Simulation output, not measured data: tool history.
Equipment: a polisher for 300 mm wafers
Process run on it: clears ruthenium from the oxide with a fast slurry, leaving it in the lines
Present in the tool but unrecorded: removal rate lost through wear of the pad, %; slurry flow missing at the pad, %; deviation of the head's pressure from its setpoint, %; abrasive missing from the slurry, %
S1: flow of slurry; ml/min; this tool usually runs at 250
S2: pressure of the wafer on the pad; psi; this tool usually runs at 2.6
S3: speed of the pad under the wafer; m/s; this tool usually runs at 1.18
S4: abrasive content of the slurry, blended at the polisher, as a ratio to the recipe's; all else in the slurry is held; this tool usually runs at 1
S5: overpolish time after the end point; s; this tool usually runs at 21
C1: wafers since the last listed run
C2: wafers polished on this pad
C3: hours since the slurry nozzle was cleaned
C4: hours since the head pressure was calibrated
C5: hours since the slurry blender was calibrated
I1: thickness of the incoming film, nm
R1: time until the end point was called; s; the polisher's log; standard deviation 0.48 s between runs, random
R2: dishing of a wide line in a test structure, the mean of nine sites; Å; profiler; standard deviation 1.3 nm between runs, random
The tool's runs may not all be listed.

run	hour	S1	S2	S3	S4	S5	C1	C2	C3	C4	C5	I1	R1	R2
1	0	250	2.6	1.18	1	21	0	317	303.1	268.5	59.7	140.7	33.9	652
# hour 12.3: slurry nozzle cleaned
2	23.2	250	2.6	1.18	1	21	238	556	10.9	291.7	82.9	138.8	32.4	701
3	58.9	250	2.6	1.18	1	21	383	939	46.6	327.4	118.6	138.3	32.2	673
4	87.4	250	2.6	0.92	0.9	21	305	1245	75.1	355.9	147.1	140.1	43.3	535
# hour 101.9: worn pad replaced by a new one
5	122	250	2.6	0.92	0.9	21	328	215	109.7	390.5	181.7	140.2	44.7	532
6	149.8	250	2.6	0.92	0.9	21	298	514	137.5	418.3	209.5	137.6	43.4	513
7	181.7	250	2.6	1.18	1	26	342	856	169.4	450.2	241.4	139.1	33.1	806
8	210.4	250	2.6	1.18	1	26	308	1164	198.1	478.9	270.1	141	33.4	816
# hour 217.4: worn pad replaced by a new one
9	224.3	250	2.6	1.18	0.95	21	106	73	212	492.8	284	139.5	34.2	659
10	243.3	250	2.6	1.18	1	29	203	277	231	511.8	303	141	33.4	865
# hour 253.7: slurry blender recalibrated
11	264.8	250	2.6	1.18	1	29	209	486	252.5	533.3	11.1	138.6	33.4	880
12	277.3	250	2.6	1.18	1	21	134	621	265	545.8	23.6	139.2	32.8	661
13	308.5	250	2.6	1.18	1	21	334	956	296.2	577	54.8	137.9	32.9	654
# hour 339.7: worn pad replaced by a new one
14	340.2	250	2.6	1.32	1	21	297	4	327.9	608.7	86.5	137.5	29.3	737
15	354.7	250	3.5	0.9	0.75	21	155	160	342.4	623.2	101	139.9	41.1	566
# hour 359.3: slurry nozzle cleaned
16	373	250	2.6	1.18	1	21	185	346	13.7	641.5	119.3	140.8	32.6	684
17	390	250	2.6	1.18	1	21	182	528	30.7	658.5	136.3	139.5	31.7	705
18	405.8	250	1.9	1.18	1	21	169	698	46.5	674.3	152.1	139	39.2	596
19	428.3	175	2.6	1.18	1.1	9	241	939	69	696.8	174.6	142.3	33.8	313
20	454.9	250	1.8	1.18	1.15	15	285	1225	95.6	723.4	201.2	139	38.6	421
# hour 471.2: head pressure recalibrated
# hour 483.3: worn pad replaced by a new one
21	489.6	320	2.4	1.18	1	21	308	67	130.3	18.4	235.9	139.5	35.8	631
22	517.5	250	2.6	1.18	1	21	299	367	158.2	46.3	263.8	139.2	35	632
# hour 521: slurry blender recalibrated
23	540.3	250	3.3	1.18	1	21	223	590	181	69.1	19.3	140.4	29.4	748
24	570.2	285	2	1.18	1	28	320	911	210.9	99	49.2	141.3	40.7	741
# hour 593.4: worn pad replaced by a new one
25	599	250	3.2	1.18	0.85	16	266	60	239.7	127.8	78	141.4	32.2	547
26	620.1	250	2.6	1.18	1	21	226	286	260.8	148.9	99.1	141.3	35.1	634
27	645.1	285	2.6	0.98	1.25	21	268	554	285.8	173.9	124.1	141.2	38.1	618

Hidden state, per run?
removal rate lost through wear of the pad, %: 0 on each run
abrasive missing from the slurry, %: 0 on each run
H1: slurry flow missing at the pad, %
H2: deviation of the head's pressure from its setpoint, %
run	H1	H2
1	39.3	6.61
2	4	6.94
3	13.7	7.39
4	19.7	7.7
5	25.3	8.03
6	28.8	8.26
7	31.9	8.49
8	34.1	8.67
9	35	8.75
10	36.1	8.86
11	37.1	8.96
12	37.7	9.02
13	38.7	9.15
14	39.6	9.26
15	39.9	9.31
16	5.67	9.37
17	10.5	9.42
18	14.5	9.46
19	19.3	9.51
20	24	9.57
21	28.8	-0.813
22	31.7	0.354
23	33.7	1.21
24	35.8	2.21
25	37.4	3.05
26	38.3	3.61
27	39.2	4.2
